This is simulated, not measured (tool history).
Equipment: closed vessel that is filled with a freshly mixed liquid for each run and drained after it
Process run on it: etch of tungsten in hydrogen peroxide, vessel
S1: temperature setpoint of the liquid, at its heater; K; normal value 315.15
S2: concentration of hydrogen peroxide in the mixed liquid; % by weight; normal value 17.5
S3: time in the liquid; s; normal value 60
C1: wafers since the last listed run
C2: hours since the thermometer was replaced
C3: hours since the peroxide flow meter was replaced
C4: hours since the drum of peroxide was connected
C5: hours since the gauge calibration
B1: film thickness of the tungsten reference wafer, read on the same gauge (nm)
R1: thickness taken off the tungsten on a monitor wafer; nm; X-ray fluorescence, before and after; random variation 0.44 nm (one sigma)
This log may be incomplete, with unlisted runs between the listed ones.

run    hour      S1    S2  S3     C1      C2      C3      C4     C5      B1     R1
  1     0.0  315.15  17.5  45      0  1038.6   687.4   574.0  313.9  120.04  39.43
  2    59.6  315.15  17.5  60   5611  1098.2   747.0   633.6  373.5  119.99  52.45
  3   108.5  315.15  17.5  60   4603  1147.1   795.9   682.5  422.4  120.00  52.65
  4   176.2  315.15  17.5  60   6373  1214.8   863.6   750.2  490.1  119.99  52.04
  5   285.3  315.15  17.5  60  10271  1323.9   972.7   859.3  599.2  120.00  51.30
  6   322.9  315.15  17.5  60   3539  1361.5  1010.3   896.9  636.8  120.02  51.52
  7   388.4  315.15  20.0  60   6166  1427.0  1075.8   962.4  702.3  120.02  54.53
  8   454.3  315.15  17.5  60   6204  1492.9  1141.7  1028.3  768.2  120.04  51.01
      471.3  -- gauge calibrated
  9   494.9  315.15  17.5  60   3822  1533.5  1182.3  1068.9   23.6  120.01  51.15
 10   537.8  315.15  17.5  60   4038  1576.4  1225.2  1111.8   66.5  120.04  50.99
 11   602.4  315.15  17.5  60   6081  1641.0  1289.8  1176.4  131.1  120.02  50.34
      627.9  -- thermometer replaced
      644.3  -- new drum of peroxide connected
 12   666.9  324.65  16.0  45   5884    39.0  1354.3    22.6  195.6  120.02  67.70
 13   709.1  322.65  17.5  60   3972    81.2  1396.5    64.8  237.8  119.99  83.41
 14   761.1  315.15  17.5  60   4895   133.2  1448.5   116.8  289.8  120.05  50.66
 15   800.6  315.15  17.5  40   3718   172.7  1488.0   156.3  329.3  120.01  34.25
 16   845.2  315.15  17.5  60   4198   217.3  1532.6   200.9  373.9  120.02  52.26
      886.1  -- peroxide flow meter replaced
 17   893.0  315.15  17.5  60   4406   265.1     6.9   248.7  421.7  120.02  54.04
 18   932.0  309.15  16.0  90   3671   304.1    45.9   287.7  460.7  120.04  52.51
 19   958.6  323.15  15.5  70   2504   330.7    72.5   314.3  487.3  119.98  98.86
 20  1009.1  307.65  15.0  75   4754   381.2   123.0   364.8  537.8  119.99  38.32
 21  1037.6  315.15  21.5  60   2683   409.7   151.5   393.3  566.3  119.99  59.94
 22  1229.2  315.15  17.5  60  18038   601.3   343.1   584.9  757.9  119.95  54.20

4 ways to go on from here, each from the tool as it stands after run 22. What would each give?
  A  1229.9  315.15  17.5  60  65  602.0  343.8  585.6  758.6   ?   ?
  B  1229.9  311.65  12.5  40  65  602.0  343.8  585.6  758.6   ?   ?
  C  1229.9  315.15  15.0  60  65  602.0  343.8  585.6  758.6   ?   ?
  D  1229.9  320.15  17.5  75  65  602.0  343.8  585.6  758.6   ?   ?

run      B1     R1
  A  120.01  53.05
  B  120.01  23.81
  C  120.01  49.12
  D  120.01  90.99
With no hidden state in the tool, these same runs would have given:
run     R1
  A  55.03
  B  24.70
  C  50.95
  D  94.38
